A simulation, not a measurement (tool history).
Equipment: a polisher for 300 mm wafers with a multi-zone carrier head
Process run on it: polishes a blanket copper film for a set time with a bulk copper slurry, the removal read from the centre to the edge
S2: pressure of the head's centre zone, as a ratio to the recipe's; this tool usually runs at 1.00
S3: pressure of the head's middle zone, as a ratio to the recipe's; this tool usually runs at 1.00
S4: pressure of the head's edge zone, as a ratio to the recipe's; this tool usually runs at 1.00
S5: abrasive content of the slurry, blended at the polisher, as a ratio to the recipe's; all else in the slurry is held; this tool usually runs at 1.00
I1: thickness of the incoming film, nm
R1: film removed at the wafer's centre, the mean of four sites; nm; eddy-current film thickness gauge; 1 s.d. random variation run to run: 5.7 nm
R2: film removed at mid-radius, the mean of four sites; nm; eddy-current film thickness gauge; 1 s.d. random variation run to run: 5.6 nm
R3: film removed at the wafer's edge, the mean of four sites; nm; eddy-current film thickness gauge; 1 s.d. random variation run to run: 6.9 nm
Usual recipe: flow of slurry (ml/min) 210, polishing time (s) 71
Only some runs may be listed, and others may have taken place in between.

Run 1, hour 0.0: usual settings but S4 0.93; I1 4484.8. Result: R1 485.5 nm, R2 500.7 nm, R3 478.1 nm.
At hour 5.7: slurry nozzle cleaned.
Run 2, hour 81.5: usual settings but S4 0.93; I1 4535.6. Result: R1 479.2 nm, R2 498.8 nm, R3 499.9 nm.
Run 3, hour 138.3: usual settings but flow of slurry (ml/min) 270, S4 0.93; I1 4491.1. Result: R1 491.4 nm, R2 512.7 nm, R3 505.5 nm.
Run 4, hour 186.0: usual settings but flow of slurry (ml/min) 140, S3 1.10, S5 0.75; I1 4535.0. Result: R1 393.9 nm, R2 463.4 nm, R3 440.5 nm.
Run 5, hour 247.0: usual settings; I1 4509.3. Result: R1 460.1 nm, R2 492.0 nm, R3 497.9 nm.
Run 6, hour 288.7: usual settings but flow of slurry (ml/min) 250, S2 0.91, polishing time (s) 84; I1 4579.2. Result: R1 514.1 nm, R2 600.9 nm, R3 620.6 nm.
At hour 413.7: edge zone pressure recalibrated.
Run 7, hour 443.0: usual settings but S2 0.89, polishing time (s) 85; I1 4463.9. Result: R1 479.6 nm, R2 583.0 nm, R3 617.5 nm.
Run 8, hour 518.5: usual settings but flow of slurry (ml/min) 185, S4 1.07; I1 4471.3. Result: R1 437.8 nm, R2 477.1 nm, R3 519.5 nm.
At hour 524.4: carrier head's membrane replaced by a new one.
At hour 547.3: worn pad replaced by a new one.
Run 9, hour 584.2: usual settings but flow of slurry (ml/min) 155, S3 0.95, S4 0.91; I1 4467.2. Result: R1 419.5 nm, R2 465.2 nm, R3 460.3 nm.
At hour 600.0: centre zone pressure recalibrated.
Run 10, hour 676.8: usual settings but S4 0.94; I1 4484.7. Result: R1 518.8 nm, R2 492.9 nm, R3 507.7 nm.
Run 11, hour 768.1: usual settings; I1 4542.5. Result: R1 518.8 nm, R2 499.8 nm, R3 512.9 nm.
Run 12, hour 828.7: usual settings; I1 4432.2. Result: R1 518.4 nm, R2 488.9 nm, R3 508.9 nm.
At hour 840.9: slurry nozzle cleaned.
Run 13, hour 918.3: usual settings but S2 0.96, S3 1.05, S4 1.08; I1 4449.1. Result: R1 482.4 nm, R2 521.5 nm, R3 525.7 nm.
Run 14, hour 1010.1: usual settings; I1 4545.4. Result: R1 503.6 nm, R2 494.0 nm, R3 513.8 nm.
At hour 1069.0: carrier head's membrane replaced by a new one.
Run 15, hour 1089.6: usual settings; I1 4441.6. Result: R1 503.1 nm, R2 500.9 nm, R3 509.9 nm.
At hour 1103.5: worn pad replaced by a new one.
At hour 1356.3: edge zone pressure recalibrated.
Run 16, hour 1394.5: usual settings but S2 1.07; I1 4501.8. Result: R1 513.8 nm, R2 495.5 nm, R3 513.2 nm.
At hour 1609.1: carrier head's membrane replaced by a new one.
Run 17, hour 1657.3: usual settings; I1 4504.4. Result: R1 461.1 nm, R2 497.9 nm, R3 511.9 nm.

Expected results for the next run?
Run 18, hour 1716.9: usual settings but S4 0.95; I1 4557.7. Result: R1 ?, R2 ?, R3 ?.

{"run 18": {"R1": 464.7, "R2": 499.4, "R3": 503.5}}
Had the tool carried no hidden state, the very same run would have given R1 515.0 nm, R2 499.1 nm, R3 503.5 nm.

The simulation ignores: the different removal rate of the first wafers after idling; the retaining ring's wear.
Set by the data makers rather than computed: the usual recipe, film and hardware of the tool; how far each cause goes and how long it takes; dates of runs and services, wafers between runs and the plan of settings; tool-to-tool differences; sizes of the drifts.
